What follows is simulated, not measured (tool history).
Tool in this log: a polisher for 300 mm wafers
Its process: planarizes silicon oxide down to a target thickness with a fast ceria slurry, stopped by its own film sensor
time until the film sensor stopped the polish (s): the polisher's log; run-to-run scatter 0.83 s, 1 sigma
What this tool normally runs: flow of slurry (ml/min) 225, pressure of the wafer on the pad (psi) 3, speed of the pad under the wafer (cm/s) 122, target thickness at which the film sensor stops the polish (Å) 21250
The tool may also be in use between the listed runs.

run   hour  flow of slurry (ml/min)  pressure of the wafer on the pad (psi)  speed of the pad under the wafer (cm/s)  target thickness at which the film sensor stops the polish (Å)  wafers since the last listed run  wafers polished on this pad  hours since the slurry nozzle was cleaned  hours since the head pressure was calibrated  incoming thickness of the incoming film, nm  time until the film sensor stopped the polish (s)
  1      0                      225                                     3.5                                      122                                                           21250                                 0                          307                                      498.7                                          1054                                       3611.9                                               72.2
  2   27.1                      225                                     3.5                                      122                                                           21250                               337                          645                                      525.8                                        1081.1                                       3550.9                                               71.1
  3   43.9                      225                                     3.5                                      122                                                           21250                               209                          854                                      542.6                                        1097.9                                       3607.2                                               73.9
  4   59.1                      225                                       3                                      102                                                           21250                               189                         1044                                      557.8                                        1113.1                                       3565.2                                              101.3
  5   81.3                      225                                       3                                      102                                                           21250                               276                         1321                                        580                                        1135.3                                         3583                                              104.6
  6  113.3                      225                                       3                                      122                                                           21250                               398                         1720                                        612                                        1167.3                                       3579.7                                               87.2
     128.3  -- worn pad replaced by a new one
  7  136.4                      225                                       3                                      122                                                           21250                               238                          100                                      635.1                                        1190.4                                         3504                                               75.6
  8  162.3                      225                                       3                                      122                                                           21250                               322                          423                                        661                                        1216.3                                       3512.8                                               79.2
  9  178.4                      225                                       3                                      122                                                           21250                               200                          624                                      677.1                                        1232.4                                       3519.3                                               79.9
 10  214.2                      225                                       3                                      122                                                           21250                               446                         1070                                      712.9                                        1268.2                                       3559.5                                                 85
 11  236.9                      225                                       3                                      122                                                           21250                               283                         1353                                      735.6                                        1290.9                                       3569.2                                               83.5
     254.7  -- slurry nozzle cleaned
 12  259.4                      205                                       3                                      122                                                           21250                               268                         1621                                        4.7                                        1313.4                                       3541.2                                               84.2
     263.9  -- head pressure recalibrated
     278.6  -- worn pad replaced by a new one
 13  287.9                      205                                       3                                      122                                                           21250                               280                          115                                       33.2                                            24                                       3562.2                                               80.3
 14  317.9                      225                                       3                                      122                                                           21250                               374                          489                                       63.2                                            54                                       3590.1                                               82.7
 15  348.1                      185                                     2.7                                      160                                                           16720                               376                          866                                       93.4                                          84.2                                       3610.5                                               98.6
 16  379.5                      225                                       3                                      162                                                           21250                               391                         1257                                      124.8                                         115.6                                       3621.4                                               66.4
 17  414.2                      225                                       3                                      122                                                           23450                               432                         1690                                      159.5                                         150.3                                       3544.8                                               70.4
     435.5  -- worn pad replaced by a new one
 18  438.7                      225                                       3                                      122                                                           21250                               255                           39                                        184                                         174.8                                       3586.8                                               79.8
 19    455                      175                                       2                                      122                                                           17690                               203                          242                                      200.3                                         191.1                                       3590.1                                              156.1
 20  478.3                      250                                       3                                      122                                                           21250                               290                          533                                      223.6                                         214.4                                       3610.2                                               85.5
 21  491.4                      225                                       3                                      144                                                           21250                               163                          696                                      236.7                                         227.5                                       3561.9                                               70.3
 22  525.8                      305                                     3.3                                      110                                                           17280                               428                         1125                                      271.1                                         261.9                                       3557.6                                              107.8
 23  545.8                      175                                     3.5                                      122                                                           21250                               249                         1374                                      291.1                                         281.9                                       3534.2                                               72.2
     560.4  -- worn pad replaced by a new one
 24  578.6                      265                                       3                                       80                                                           21250                               359                          227                                      323.9                                         314.7                                       3602.1                                              125.1
 25  605.8                      225                                     2.4                                      122                                                           21250                               339                          566                                      351.1                                         341.9                                       3617.2                                              105.8
 26  621.3                      225                                       3                                      122                                                           21250                               193                          759                                      366.6                                         357.4                                       3624.8                                               87.5
 27  649.2                      225                                     2.2                                      160                                                           21250                               347                         1107                                      394.5                                         385.3                                       3606.1                                               91.7
 28  675.1                      225                                       3                                      122                                                           21250                               322                         1430                                      420.4                                         411.2                                       3557.6                                               85.4
     687.6  -- worn pad replaced by a new one
 29  699.8                      165                                     2.5                                      122                                                           16990                               258                          151                                      445.1                                         435.9                                       3527.5                                              126.1

The same runs without the tool's hidden state, with the same run-to-run variation:
The hidden state here: removal rate lost through wear of the pad, %; slurry flow missing at the pad, %; deviation of the head's pressure from its setpoint, %.
run  time until the film sensor stopped the polish (s)
  1                                               68.7
  2                                               66.1
  3                                               68.1
  4                                               92.7
  5                                               95.2
  6                                               78.9
  7                                               74.3
  8                                               75.3
  9                                               75.1
 10                                               78.5
 11                                               76.6
 12                                               77.1
 13                                               78.9
 14                                               78.5
 15                                               91.8
 16                                               61.3
 17                                               64.6
 18                                               78.6
 19                                                150
 20                                               80.3
 21                                               65.4
 22                                               98.9
 23                                               65.9
 24                                              120.5
 25                                               99.2
 26                                               81.3
 27                                               84.2
 28                                               77.9
 29                                              122.6

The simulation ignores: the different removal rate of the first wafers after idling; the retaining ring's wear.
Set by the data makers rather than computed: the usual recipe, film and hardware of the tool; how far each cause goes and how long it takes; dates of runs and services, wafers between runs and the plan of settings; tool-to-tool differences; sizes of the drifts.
